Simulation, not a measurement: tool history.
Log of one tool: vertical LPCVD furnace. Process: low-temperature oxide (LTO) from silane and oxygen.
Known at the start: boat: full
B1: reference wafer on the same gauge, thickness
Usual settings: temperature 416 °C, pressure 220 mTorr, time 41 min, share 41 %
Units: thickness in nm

run 1 day=0 | temperature=416 pressure=220 time=41 share=41 | B1=428.92 | thickness=448.92
run 2 day=1.042 | temperature=416 pressure=220 time=41 share=41 | B1=428.87 | thickness=447.95
run 3 day=2.404 | temperature=416 pressure=220 time=41 share=41 | B1=429.02 | thickness=448.44
run 4 day=3.179 | temperature=416 pressure=220 time=41 share=41 | B1=429.01 | thickness=450.07
run 5 day=4.288 | temperature=416 pressure=220 time=41 share=41 | B1=428.83 | thickness=450.72
run 6 day=5.479 | temperature=416 pressure=220 time=31.5 share=41 | B1=429.19 | thickness=345.07
run 7 day=6.8 | temperature=416 pressure=220 time=31.5 share=41 | B1=429.02 | thickness=345.59
-- day=7.808 pressure gauge zeroed
run 8 day=8.133 | temperature=416 pressure=220 time=35 share=47 | B1=428.92 | thickness=439.17
run 9 day=9.483 | temperature=416 pressure=220 time=41 share=41 | B1=429.09 | thickness=450.58
-- day=9.658 gauge calibrated
-- day=10.812 silane flow controller replaced
-- day=11.288 thermocouples replaced and temperature profile calibrated
run 10 day=11.308 | temperature=416 pressure=255 time=41 share=35 | B1=429.05 | thickness=413.11
run 11 day=11.492 | temperature=416 pressure=220 time=35 share=47 | B1=429.15 | thickness=422.32
run 12 day=11.746 | temperature=416 pressure=220 time=41 share=41 | B1=428.92 | thickness=430.72
run 13 day=13.238 | temperature=416 pressure=235 time=29.5 share=44 | B1=429.04 | thickness=356.95
run 14 day=13.738 | temperature=421 pressure=260 time=41 share=38 | B1=428.97 | thickness=490.99
run 15 day=14.329 | temperature=421 pressure=255 time=35.5 share=41 | B1=428.84 | thickness=454.9

Some steps in thickness between neighbouring runs. How much of each would the tool show without its hidden state too (settings, what came in, random variation), and how much is left for the hidden state, with any gauge scatter that isn't in both results?
The hidden state here: true tube temperature minus thermocouple reading, K; true pressure minus gauge reading, mTorr; deviation of the silane flow from its setpoint, %; gauge reads high (%).
Run 9 -> 10: pressure 220 -> 255, share 41 -> 35, gauge calibrated, silane flow controller replaced, thermocouples replaced and temperature profile calibrated. thickness -37.47 nm: hidden state -19.61, all else -17.86.
Run 13 -> 14: temperature 416 -> 421, pressure 235 -> 260, time 29.5 -> 41, share 44 -> 38. thickness +134.04 nm: hidden state +0.37, all else +133.67.

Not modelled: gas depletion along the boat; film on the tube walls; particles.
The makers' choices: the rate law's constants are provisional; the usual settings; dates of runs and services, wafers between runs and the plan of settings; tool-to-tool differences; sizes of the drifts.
